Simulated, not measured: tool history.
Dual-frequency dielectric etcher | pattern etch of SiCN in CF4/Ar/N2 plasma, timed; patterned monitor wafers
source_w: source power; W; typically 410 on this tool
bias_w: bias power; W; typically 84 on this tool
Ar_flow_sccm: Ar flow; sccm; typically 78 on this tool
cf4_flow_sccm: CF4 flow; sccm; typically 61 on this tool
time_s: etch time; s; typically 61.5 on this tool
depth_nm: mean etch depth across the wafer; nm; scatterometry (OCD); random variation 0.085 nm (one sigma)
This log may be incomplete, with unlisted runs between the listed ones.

run	hour	source_w	bias_w	Ar_flow_sccm	cf4_flow_sccm	time_s	wafers since the last listed run	hours since the last wet clean	hours since the last source power generator calibration	hours since the last bias power generator calibration	hours since the last Ar flow controller change	hours since the last CF4 flow controller change	hours since the last upper electrode change	hours since the gauge calibration	read-back reference wafer on the same gauge, depth_nm	depth_nm
1	0	410	84	78	61	61.5	0	69.2	4402.7	2774.3	54.1	30.5	82.4	245.5	54	59.6
2	10.8	410	84	78	61	61.5	186	80	4413.5	2785.1	64.9	41.3	93.2	256.3	54	59.5
# hour 12.1: gauge calibrated
3	27	410	84	78	61	61.5	280	96.2	4429.7	2801.3	81.1	57.5	109.4	14.9	54	59.6
4	33.5	410	84	78	55	61.5	112	102.7	4436.2	2807.8	87.6	64	115.9	21.4	54	58.9
5	45.2	480	84	94	75	57	202	114.4	4447.9	2819.5	99.3	75.7	127.6	33.1	54	65.2
6	51.3	410	67	97	61	61.5	105	120.5	4454	2825.6	105.4	81.8	133.7	39.2	54	53.9
7	63.8	350	75	96	65	61.5	216	133	4466.5	2838.1	117.9	94.3	146.2	51.7	54	47.4
# hour 68.2: bias power generator calibrated
8	77.6	410	84	78	61	61.5	169	146.8	4480.3	9.4	131.7	108.1	160	65.5	54	59.6
9	93	410	84	78	61	61.5	266	162.2	4495.7	24.8	147.1	123.5	175.4	80.9	54	59.7
10	110.2	410	84	78	50	61.5	297	179.4	4512.9	42	164.3	140.7	192.6	98.1	54	58.2
11	122.9	410	101	91	61	44	219	192.1	4525.6	54.7	177	153.4	205.3	110.8	54	44.2
12	135.2	410	84	93	61	75.5	212	204.4	4537.9	67	189.3	165.7	217.6	123.1	54	71.3
# hour 142.2: source power generator calibrated
13	150.3	410	84	78	61	61.5	192	219.5	8.1	82.1	204.4	180.8	232.7	138.2	54	57.4
14	158	410	84	93	61	61.5	133	227.2	15.8	89.8	212.1	188.5	240.4	145.9	54	55.8
15	173.2	410	84	78	73	50	263	242.4	31	105	227.3	203.7	255.6	161.1	54	47.9
16	181	410	73	72	61	67	134	250.2	38.8	112.8	235.1	211.5	263.4	168.9	54	60.9
17	189.3	440	74	78	61	67.5	143	258.5	47.1	121.1	243.4	219.8	271.7	177.2	54	65.5
18	206.6	410	84	78	61	61.5	299	275.8	64.4	138.4	260.7	237.1	289	194.5	54	57.6
19	219.4	410	84	78	61	61.5	221	288.6	77.2	151.2	273.5	249.9	301.8	207.3	54	57.6
20	235.1	460	84	78	61	61.5	271	304.3	92.9	166.9	289.2	265.6	317.5	223	54	65.1
21	241.2	410	84	78	75	79.5	105	310.4	99	173	295.3	271.7	323.6	229.1	54	76.5
22	252	410	84	78	61	61.5	186	321.2	109.8	183.8	306.1	282.5	334.4	239.9	54	57.7
23	265.4	370	95	91	61	54.5	231	334.6	123.2	197.2	319.5	295.9	347.8	253.3	54	46.5

Forecast each of these 3 alternatives for the next run:
A	265.8	410	84	78	61	61.5	6	335	123.6	197.6	319.9	296.3	348.2	253.7	?	?
B	265.8	380	84	78	54	61.5	6	335	123.6	197.6	319.9	296.3	348.2	253.7	?	?
C	265.8	410	84	64	61	71	6	335	123.6	197.6	319.9	296.3	348.2	253.7	?	?

run	read-back reference wafer on the same gauge, depth_nm	depth_nm
A	54	57.9
B	54	52.5
C	54	68.9
Without the tool's hidden state the same runs would have given:
run	depth_nm
A	57
B	51.7
C	67.8
